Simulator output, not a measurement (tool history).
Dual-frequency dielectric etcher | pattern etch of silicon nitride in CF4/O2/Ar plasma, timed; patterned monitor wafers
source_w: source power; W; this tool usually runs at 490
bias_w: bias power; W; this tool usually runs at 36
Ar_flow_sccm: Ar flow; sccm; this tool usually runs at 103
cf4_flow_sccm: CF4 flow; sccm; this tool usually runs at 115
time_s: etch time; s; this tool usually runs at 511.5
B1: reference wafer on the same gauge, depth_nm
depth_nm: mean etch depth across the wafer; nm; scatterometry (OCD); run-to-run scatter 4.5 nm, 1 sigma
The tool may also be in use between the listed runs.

{"run": 1, "hour": 0.0, "source_w": 540, "bias_w": 36, "Ar_flow_sccm": 103, "cf4_flow_sccm": 143, "time_s": 511.5, "B1": 695.1, "depth_nm": 924.9}
{"run": 2, "hour": 40.0, "source_w": 590, "bias_w": 36, "Ar_flow_sccm": 103, "cf4_flow_sccm": 115, "time_s": 511.5, "B1": 695.6, "depth_nm": 934.9}
{"run": 3, "hour": 122.4, "source_w": 490, "bias_w": 29, "Ar_flow_sccm": 103, "cf4_flow_sccm": 115, "time_s": 430.0, "B1": 695.4, "depth_nm": 685.6}
{"hour": 162.8, "done": "bias power generator calibrated"}
{"run": 4, "hour": 171.4, "source_w": 490, "bias_w": 36, "Ar_flow_sccm": 103, "cf4_flow_sccm": 115, "time_s": 645.0, "B1": 696.6, "depth_nm": 1088.3}
{"run": 5, "hour": 229.0, "source_w": 490, "bias_w": 36, "Ar_flow_sccm": 103, "cf4_flow_sccm": 115, "time_s": 511.5, "B1": 695.6, "depth_nm": 866.7}
{"run": 6, "hour": 287.5, "source_w": 390, "bias_w": 44, "Ar_flow_sccm": 117, "cf4_flow_sccm": 115, "time_s": 511.5, "B1": 696.5, "depth_nm": 821.1}
{"hour": 343.7, "done": "wet clean of the chamber"}
{"run": 7, "hour": 376.6, "source_w": 490, "bias_w": 36, "Ar_flow_sccm": 103, "cf4_flow_sccm": 115, "time_s": 511.5, "B1": 694.7, "depth_nm": 835.8}
{"run": 8, "hour": 436.6, "source_w": 600, "bias_w": 28, "Ar_flow_sccm": 123, "cf4_flow_sccm": 115, "time_s": 594.0, "B1": 694.3, "depth_nm": 977.5}
{"run": 9, "hour": 478.1, "source_w": 430, "bias_w": 36, "Ar_flow_sccm": 103, "cf4_flow_sccm": 115, "time_s": 639.0, "B1": 695.5, "depth_nm": 1002.2}
{"hour": 543.6, "done": "source power generator calibrated"}
{"run": 10, "hour": 581.9, "source_w": 490, "bias_w": 36, "Ar_flow_sccm": 124, "cf4_flow_sccm": 115, "time_s": 511.5, "B1": 696.4, "depth_nm": 829.5}
{"hour": 649.2, "done": "gauge calibrated"}
{"run": 11, "hour": 652.8, "source_w": 490, "bias_w": 36, "Ar_flow_sccm": 124, "cf4_flow_sccm": 115, "time_s": 511.5, "B1": 696.4, "depth_nm": 833.3}
{"hour": 701.2, "done": "Ar flow controller replaced"}
{"run": 12, "hour": 720.0, "source_w": 450, "bias_w": 36, "Ar_flow_sccm": 81, "cf4_flow_sccm": 115, "time_s": 511.5, "B1": 695.8, "depth_nm": 866.7}
{"run": 13, "hour": 765.0, "source_w": 590, "bias_w": 36, "Ar_flow_sccm": 103, "cf4_flow_sccm": 115, "time_s": 511.5, "B1": 693.9, "depth_nm": 948.4}
{"run": 14, "hour": 855.5, "source_w": 430, "bias_w": 36, "Ar_flow_sccm": 83, "cf4_flow_sccm": 115, "time_s": 367.5, "B1": 696.4, "depth_nm": 612.2}
{"hour": 920.7, "done": "wet clean of the chamber"}
{"run": 15, "hour": 921.2, "source_w": 590, "bias_w": 36, "Ar_flow_sccm": 88, "cf4_flow_sccm": 115, "time_s": 511.5, "B1": 696.8, "depth_nm": 944.6}
{"run": 16, "hour": 964.2, "source_w": 490, "bias_w": 31, "Ar_flow_sccm": 85, "cf4_flow_sccm": 127, "time_s": 371.0, "B1": 695.6, "depth_nm": 621.9}
{"run": 17, "hour": 1058.5, "source_w": 440, "bias_w": 36, "Ar_flow_sccm": 103, "cf4_flow_sccm": 115, "time_s": 431.0, "B1": 695.7, "depth_nm": 676.7}
{"run": 18, "hour": 1166.3, "source_w": 490, "bias_w": 32, "Ar_flow_sccm": 103, "cf4_flow_sccm": 115, "time_s": 511.5, "B1": 697.6, "depth_nm": 824.0}
{"run": 19, "hour": 1224.2, "source_w": 490, "bias_w": 39, "Ar_flow_sccm": 103, "cf4_flow_sccm": 115, "time_s": 511.5, "B1": 696.3, "depth_nm": 871.7}
{"run": 20, "hour": 1328.8, "source_w": 490, "bias_w": 36, "Ar_flow_sccm": 103, "cf4_flow_sccm": 115, "time_s": 511.5, "B1": 694.9, "depth_nm": 860.4}
{"run": 21, "hour": 1395.8, "source_w": 490, "bias_w": 36, "Ar_flow_sccm": 103, "cf4_flow_sccm": 115, "time_s": 511.5, "B1": 694.8, "depth_nm": 862.3}

Here are 4 independent what-if runs from the current tool condition. What would each one return?
{"run": "A", "hour": 1396.4, "source_w": 490, "bias_w": 36, "Ar_flow_sccm": 103, "cf4_flow_sccm": 115, "time_s": 511.5, "B1": "?", "depth_nm": "?"}
{"run": "B", "hour": 1396.4, "source_w": 490, "bias_w": 36, "Ar_flow_sccm": 88, "cf4_flow_sccm": 115, "time_s": 634.0, "B1": "?", "depth_nm": "?"}
{"run": "C", "hour": 1396.4, "source_w": 490, "bias_w": 36, "Ar_flow_sccm": 123, "cf4_flow_sccm": 115, "time_s": 511.5, "B1": "?", "depth_nm": "?"}
{"run": "D", "hour": 1396.4, "source_w": 430, "bias_w": 36, "Ar_flow_sccm": 81, "cf4_flow_sccm": 115, "time_s": 511.5, "B1": "?", "depth_nm": "?"}

run=A B1=696.1 depth_nm=869.4
run=B B1=696.1 depth_nm=1106.8
run=C B1=696.1 depth_nm=842.6
run=D B1=696.1 depth_nm=855.4
Without the tool's hidden state the same runs would have given:
run=A depth_nm=843.8
run=B depth_nm=1074.3
run=C depth_nm=817.8
run=D depth_nm=830.2
